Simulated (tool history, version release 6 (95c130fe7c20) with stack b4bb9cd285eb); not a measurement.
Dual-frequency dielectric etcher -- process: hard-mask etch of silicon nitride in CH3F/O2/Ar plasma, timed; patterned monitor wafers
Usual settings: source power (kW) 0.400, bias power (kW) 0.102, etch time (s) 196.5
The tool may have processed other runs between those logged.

| run | day | source power (kW) | bias power (kW) | etch time (s) | wafers since the last listed run | hours since the last wet clean | hours since the last source power generator calibration | hours since the last bias power generator calibration | hours since the last upper electrode change | hours since the gauge calibration | read-back reference wafer on the same gauge, depth_nm | mean etch depth across the wafer (angstrom) |
|---|---|---|---|---|---|---|---|---|---|---|---|---|
| 1 | 0.000 | 0.400 | 0.102 | 196.5 | 0 | 203.0 | 3123.9 | 885.1 | 1848.4 | 1628.5 | 167.2 | 1552 |
| 2 | 4.058 | 0.400 | 0.102 | 196.5 | 735 | 300.4 | 3221.3 | 982.5 | 1945.8 | 1725.9 | 167.1 | 1549 |
| 3 | 7.329 | 0.400 | 0.102 | 196.5 | 592 | 378.9 | 3299.8 | 1061.0 | 2024.3 | 1804.4 | 167.1 | 1559 |
| 4 | 9.646 | 0.400 | 0.102 | 196.5 | 419 | 434.5 | 3355.4 | 1116.6 | 2079.9 | 1860.0 | 166.9 | 1563 |
| 5 | 11.658 | 0.400 | 0.102 | 196.5 | 364 | 482.8 | 3403.7 | 1164.9 | 2128.2 | 1908.3 | 166.9 | 1563 |
|  | 13.379 | wet clean of the chamber |
| 6 | 13.400 | 0.400 | 0.102 | 196.5 | 134 | 0.5 | 3445.5 | 1206.7 | 2170.0 | 1950.1 | 167.0 | 1561 |
| 7 | 24.233 | 0.400 | 0.102 | 196.5 | 1962 | 260.5 | 3705.5 | 1466.7 | 2430.0 | 2210.1 | 167.1 | 1562 |
|  | 26.596 | source power generator calibrated |
| 8 | 28.492 | 0.400 | 0.102 | 196.5 | 741 | 362.7 | 45.5 | 1568.9 | 2532.2 | 2312.3 | 167.0 | 1573 |
| 9 | 30.988 | 0.400 | 0.102 | 196.5 | 452 | 422.6 | 105.4 | 1628.8 | 2592.1 | 2372.2 | 166.9 | 1574 |
| 10 | 32.658 | 0.400 | 0.102 | 196.5 | 302 | 462.7 | 145.5 | 1668.9 | 2632.2 | 2412.3 | 167.0 | 1584 |
|  | 33.842 | wet clean of the chamber |
| 11 | 35.021 | 0.400 | 0.102 | 196.5 | 246 | 28.3 | 202.2 | 1725.6 | 2688.9 | 2469.0 | 166.9 | 1581 |
| 12 | 39.433 | 0.400 | 0.102 | 196.5 | 799 | 134.2 | 308.1 | 1831.5 | 2794.8 | 2574.9 | 166.9 | 1576 |
|  | 39.704 | bias power generator calibrated |
|  | 42.233 | gauge calibrated |
| 13 | 43.812 | 0.440 | 0.124 | 145.5 | 763 | 239.3 | 413.2 | 98.6 | 2899.9 | 37.9 | 166.9 | 1260 |
| 14 | 45.667 | 0.400 | 0.110 | 196.5 | 335 | 283.8 | 457.7 | 143.1 | 2944.4 | 82.4 | 167.1 | 1588 |
| 15 | 47.950 | 0.310 | 0.102 | 196.5 | 413 | 338.6 | 512.5 | 197.9 | 2999.2 | 137.2 | 167.2 | 1426 |
|  | 49.425 | upper electrode replaced |
|  | 51.717 | wet clean of the chamber |
| 16 | 51.738 | 0.340 | 0.102 | 167.5 | 323 | 0.5 | 603.4 | 288.8 | 55.5 | 228.1 | 167.0 | 1258 |
| 17 | 54.538 | 0.480 | 0.102 | 196.5 | 507 | 67.7 | 670.6 | 356.0 | 122.7 | 295.3 | 167.0 | 1646 |
| 18 | 58.646 | 0.400 | 0.102 | 196.5 | 744 | 166.3 | 769.2 | 454.6 | 221.3 | 393.9 | 167.1 | 1550 |
| 19 | 64.946 | 0.400 | 0.084 | 177.0 | 1141 | 317.5 | 920.4 | 605.8 | 372.5 | 545.1 | 166.8 | 1312 |
| 20 | 68.912 | 0.450 | 0.102 | 196.5 | 718 | 412.7 | 1015.6 | 701.0 | 467.7 | 640.3 | 166.9 | 1629 |
| 21 | 70.538 | 0.400 | 0.102 | 196.5 | 294 | 451.7 | 1054.6 | 740.0 | 506.7 | 679.3 | 167.0 | 1557 |
|  | 72.021 | wet clean of the chamber |
| 22 | 73.692 | 0.400 | 0.102 | 196.5 | 390 | 40.1 | 1130.3 | 815.7 | 582.4 | 755.0 | 166.9 | 1556 |
| 23 | 77.538 | 0.430 | 0.102 | 196.5 | 696 | 132.4 | 1222.6 | 908.0 | 674.7 | 847.3 | 167.0 | 1583 |
| 24 | 80.467 | 0.400 | 0.102 | 196.5 | 530 | 202.7 | 1292.9 | 978.3 | 745.0 | 917.6 | 167.0 | 1570 |
| 25 | 83.012 | 0.400 | 0.102 | 196.5 | 461 | 263.8 | 1354.0 | 1039.4 | 806.1 | 978.7 | 167.1 | 1562 |
| 26 | 84.975 | 0.400 | 0.102 | 196.5 | 355 | 310.9 | 1401.1 | 1086.5 | 853.2 | 1025.8 | 167.0 | 1559 |
| 27 | 87.921 | 0.400 | 0.102 | 181.5 | 533 | 381.6 | 1471.8 | 1157.2 | 923.9 | 1096.5 | 167.0 | 1441 |
| 28 | 89.492 | 0.340 | 0.102 | 196.5 | 284 | 419.3 | 1509.5 | 1194.9 | 961.6 | 1134.2 | 167.0 | 1467 |

Per-run results on a tool with no hidden state, each run keeping its own random variation:
Hidden state at play: etch rate over this chamber's usual, %; source power that arrives over what is set, %; bias power that arrives over what is set, %; gauge reads high (%).
| run | mean etch depth across the wafer (angstrom) |
|---|---|
| 1 | 1544 |
| 2 | 1540 |
| 3 | 1548 |
| 4 | 1551 |
| 5 | 1551 |
| 6 | 1548 |
| 7 | 1543 |
| 8 | 1551 |
| 9 | 1551 |
| 10 | 1560 |
| 11 | 1556 |
| 12 | 1547 |
| 13 | 1257 |
| 14 | 1584 |
| 15 | 1422 |
| 16 | 1254 |
| 17 | 1641 |
| 18 | 1544 |
| 19 | 1306 |
| 20 | 1620 |
| 21 | 1549 |
| 22 | 1546 |
| 23 | 1572 |
| 24 | 1558 |
| 25 | 1549 |
| 26 | 1545 |
| 27 | 1427 |
| 28 | 1453 |
